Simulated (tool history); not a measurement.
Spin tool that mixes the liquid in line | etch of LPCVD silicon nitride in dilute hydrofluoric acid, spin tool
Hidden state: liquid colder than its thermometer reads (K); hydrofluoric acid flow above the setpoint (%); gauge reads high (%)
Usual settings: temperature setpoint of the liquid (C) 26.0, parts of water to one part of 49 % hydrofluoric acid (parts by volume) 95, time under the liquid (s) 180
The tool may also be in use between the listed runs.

run   hour  temperature setpoint of the liquid (C)  parts of water to one part of 49 % hydrofluoric acid (parts by volume)  time under the liquid (s)  wafers since the last listed run  hours since the thermometer was replaced  hours since the hydrofluoric acid flow meter was replaced  hours since the gauge calibration  read-back film thickness of the LPCVD silicon nitride reference wafer, read on the same gauge (nm)  thickness taken off the LPCVD silicon nitride on a monitor wafer (nm)
  1    0.0                                    26.0                                                                     120                        180                                 0                                    2868.2                                                     1188.0                               40.9                                                                                             140.001                                                                  1.062
  2   13.0                                    26.0                                                                     120                        180                                85                                    2881.2                                                     1201.0                               53.9                                                                                             140.013                                                                  1.031
  3   21.4                                    26.0                                                                      80                        180                                55                                    2889.6                                                     1209.4                               62.3                                                                                             139.970                                                                  1.573
  4   32.1                                    26.0                                                                      80                        180                                70                                    2900.3                                                     1220.1                               73.0                                                                                             139.998                                                                  1.553
  5   48.6                                    26.0                                                                      80                        180                               108                                    2916.8                                                     1236.6                               89.5                                                                                             139.994                                                                  1.590
  6   59.0                                    26.0                                                                      95                        180                                68                                    2927.2                                                     1247.0                               99.9                                                                                             140.011                                                                  1.303
  7   75.0                                    26.0                                                                      95                        180                               104                                    2943.2                                                     1263.0                              115.9                                                                                             139.979                                                                  1.316
  8   92.0                                    29.5                                                                      95                        180                               111                                    2960.2                                                     1280.0                              132.9                                                                                             140.008                                                                  1.648
  9  101.1                                    29.5                                                                      95                        180                                59                                    2969.3                                                     1289.1                              142.0                                                                                             140.001                                                                  1.604
 10  112.4                                    26.0                                                                      95                        180                                74                                    2980.6                                                     1300.4                              153.3                                                                                             140.006                                                                  1.332
 11  122.3                                    26.0                                                                      95                        180                                64                                    2990.5                                                     1310.3                              163.2                                                                                             139.997                                                                  1.304
     132.5  -- thermometer replaced
 12  168.9                                    26.0                                                                      95                        180                               298                                      36.4                                                     1356.9                              209.8                                                                                             139.996                                                                  1.357
 13  181.7                                    26.0                                                                      95                        180                                83                                      49.2                                                     1369.7                              222.6                                                                                             140.000                                                                  1.344
 14  198.2                                    29.5                                                                      95                        180                               108                                      65.7                                                     1386.2                              239.1                                                                                             140.004                                                                  1.633
     200.7  -- hydrofluoric acid flow meter replaced
 15  215.7                                    26.0                                                                      75                        180                               108                                      83.2                                                       15.0                              256.6                                                                                             139.993                                                                  1.699
 16  230.2                                    28.0                                                                      95                        180                                95                                      97.7                                                       29.5                              271.1                                                                                             139.999                                                                  1.503
 17  247.4                                    30.5                                                                     125                         90                               112                                     114.9                                                       46.7                              288.3                                                                                             140.000                                                                  0.678

Run 18 comes next. What will it give?
 18  258.9                                    26.0                                                                      95                        180                                75                                     126.4                                                       58.2                              299.8                                                                                                   ?                                                                      ?

{"run 18": {"read-back film thickness of the LPCVD silicon nitride reference wafer, read on the same gauge (nm)": 140.008, "thickness taken off the LPCVD silicon nitride on a monitor wafer (nm)": 1.337}}
Without the tool's hidden state the same run would have given thickness taken off the LPCVD silicon nitride on a monitor wafer (nm) 1.337.
